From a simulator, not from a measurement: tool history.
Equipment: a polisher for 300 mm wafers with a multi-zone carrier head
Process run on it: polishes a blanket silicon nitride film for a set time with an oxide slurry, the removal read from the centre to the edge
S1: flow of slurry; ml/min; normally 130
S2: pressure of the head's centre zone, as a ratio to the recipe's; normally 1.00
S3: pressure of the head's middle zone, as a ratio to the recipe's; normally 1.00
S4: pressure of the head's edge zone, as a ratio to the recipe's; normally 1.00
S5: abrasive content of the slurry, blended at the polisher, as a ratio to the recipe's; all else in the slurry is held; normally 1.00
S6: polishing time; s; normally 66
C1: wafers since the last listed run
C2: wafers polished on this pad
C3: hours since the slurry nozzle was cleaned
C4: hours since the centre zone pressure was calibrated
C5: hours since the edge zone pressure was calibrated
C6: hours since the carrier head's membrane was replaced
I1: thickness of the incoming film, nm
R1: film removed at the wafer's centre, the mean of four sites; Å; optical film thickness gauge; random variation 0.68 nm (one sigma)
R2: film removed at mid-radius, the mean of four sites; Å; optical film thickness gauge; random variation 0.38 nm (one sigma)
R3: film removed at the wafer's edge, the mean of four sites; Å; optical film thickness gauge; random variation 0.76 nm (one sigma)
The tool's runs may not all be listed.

run,hour,S1,S2,S3,S4,S5,S6,C1,C2,C3,C4,C5,C6,I1,R1,R2,R3
1,0.0,130,1.00,1.00,1.00,1.00,66,0,954,120.6,1109.7,560.9,1360.3,598.7,549,543,548
# hour 6.0: worn pad replaced by a new one
2,32.0,130,1.00,1.00,1.00,1.00,66,243,226,152.6,1141.7,592.9,1392.3,598.3,551,539,544
3,44.3,130,1.00,1.00,1.00,1.00,66,107,333,164.9,1154.0,605.2,1404.6,605.4,546,536,542
4,70.7,130,1.00,1.00,1.00,1.10,83,229,563,191.3,1180.4,631.6,1431.0,605.1,739,704,699
5,87.2,130,1.00,1.00,1.00,1.10,83,143,707,207.8,1196.9,648.1,1447.5,597.9,731,705,723
# hour 100.4: worn pad replaced by a new one
6,115.5,155,1.00,1.00,1.00,1.00,66,211,131,236.1,1225.2,676.4,1475.8,606.5,575,554,576
# hour 127.9: edge zone pressure recalibrated
# hour 136.0: centre zone pressure recalibrated
7,138.4,155,1.00,1.00,1.00,1.00,66,164,296,259.0,2.4,10.5,1498.7,588.9,569,552,555
8,155.2,155,1.00,1.00,1.00,1.00,66,146,442,275.8,19.2,27.3,1515.5,604.7,570,550,567
9,176.4,130,1.00,1.00,1.00,1.00,66,184,627,297.0,40.4,48.5,1536.7,602.9,559,530,546
10,208.9,130,1.00,1.00,1.00,1.00,66,283,910,329.5,72.9,81.0,1569.2,596.7,548,537,548
# hour 217.5: worn pad replaced by a new one
11,243.5,130,1.00,1.00,1.00,1.00,66,266,226,364.1,107.5,115.6,1603.8,602.5,552,536,552
12,256.3,110,1.00,1.00,1.00,1.25,66,111,337,376.9,120.3,128.4,1616.6,595.1,596,578,591
# hour 266.4: carrier head's membrane replaced by a new one
# hour 273.6: slurry nozzle cleaned
13,284.2,175,1.00,0.92,1.00,0.75,84,190,528,10.6,148.2,156.3,17.8,590.5,627,587,613
14,301.2,130,1.00,1.00,0.88,0.80,66,148,676,27.6,165.2,173.3,34.8,595.4,484,470,453
# hour 322.7: worn pad replaced by a new one
15,323.2,130,1.00,1.00,1.00,1.00,66,156,4,49.6,187.2,195.3,56.8,605.1,549,541,560
16,331.7,130,1.05,0.95,1.00,1.00,66,74,78,58.1,195.7,203.8,65.3,601.4,583,521,558
17,353.3,130,0.95,1.04,1.08,1.00,85,188,266,79.7,217.3,225.4,86.9,602.5,682,696,737
18,373.9,165,1.04,1.00,1.00,1.00,66,179,446,100.3,237.9,246.0,107.5,600.8,609,556,565
19,400.9,130,1.00,1.00,1.00,1.00,66,235,681,127.3,264.9,273.0,134.5,607.0,549,537,561
20,421.6,130,1.00,1.00,1.00,1.00,66,180,861,148.0,285.6,293.7,155.2,604.8,538,535,550

3 ways to go on from here, each from the tool as it stands after run 20. What would each give?
A,422.0,130,1.00,1.00,1.00,1.00,66,3,865,148.4,286.0,294.1,155.6,594.9,?,?,?
B,422.0,130,0.97,1.00,1.06,0.80,66,3,865,148.4,286.0,294.1,155.6,594.9,?,?,?
C,422.0,130,1.08,1.00,1.00,1.30,60,3,865,148.4,286.0,294.1,155.6,594.9,?,?,?

run,R1,R2,R3
A,557,541,555
B,474,474,501
C,621,558,573
Without the tool's hidden state the same runs would have given:
run,R1,R2,R3
A,557,541,555
B,474,474,501
C,621,558,573
